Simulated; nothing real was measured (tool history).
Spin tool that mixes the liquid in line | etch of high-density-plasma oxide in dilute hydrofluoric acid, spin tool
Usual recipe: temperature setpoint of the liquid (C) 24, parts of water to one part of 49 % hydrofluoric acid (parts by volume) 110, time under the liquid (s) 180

run,hour,temperature setpoint of the liquid (C),parts of water to one part of 49 % hydrofluoric acid (parts by volume),time under the liquid (s),"read-back film thickness of the high-density-plasma oxide reference wafer, read on the same gauge (nm)",thickness taken off the high-density-plasma oxide on a monitor wafer (Å)
1,0,24,125,250,109.98,120.6
2,63.5,24,125,250,109.99,120.4
3,107.5,24,125,250,109.99,121.1
4,136.1,24,110,180,110,100.5
5,166.8,24,110,180,109.99,100.1
6,191.4,24,110,180,110,101
7,255.1,24,110,180,110.01,100.8
8,287.3,24,110,180,109.99,100.8
# hour 293.4: thermometer replaced
9,377.2,24,110,180,110,100.5
10,439.5,24,110,180,109.99,100.1
11,479.6,24,110,180,110,100.6
12,518.2,24,110,180,110,100.8
# hour 542: gauge calibrated
13,555.6,24,110,180,109.99,100.6
14,626.8,24,110,180,110.01,100.6
15,792.8,24,110,225,110.01,125.2
# hour 829.4: hydrofluoric acid flow meter replaced
16,853.2,28.5,110,100,110.01,66.7
17,889.9,24,110,290,110.01,161.4
18,960.9,24,155,180,109.98,67.5
19,990.8,24,65,180,110,180.1
20,1018.3,24,110,180,110.02,99.6
21,1067,24,110,95,109.99,52.9
22,1109,24,110,180,109.99,100.9
23,1173.2,24,135,180,109.98,79.3
24,1216.7,24,110,180,110,100.3
# hour 1236.8: thermometer replaced
25,1282,24,65,80,110,79.9
26,1353.6,25.5,160,265,109.99,101.5
27,1399.7,28.5,110,180,110.01,119.8
28,1434,24,130,180,110.01,82.8
29,1490.6,19.5,80,180,110,119.1
30,1559.9,22.5,110,180,110,94.8

3 ways to go on from here, each from the tool as it stands after run 30. What would each give?
A,1560.4,24,110,120,?,?
B,1560.4,26,85,120,?,?
C,1560.4,24,110,235,?,?

run,"read-back film thickness of the high-density-plasma oxide reference wafer, read on the same gauge (nm)",thickness taken off the high-density-plasma oxide on a monitor wafer (Å)
A,110,66.9
B,110,96.6
C,110,131
Without the tool's hidden state the same runs would have given:
run,thickness taken off the high-density-plasma oxide on a monitor wafer (Å)
A,66.9
B,96.6
C,131
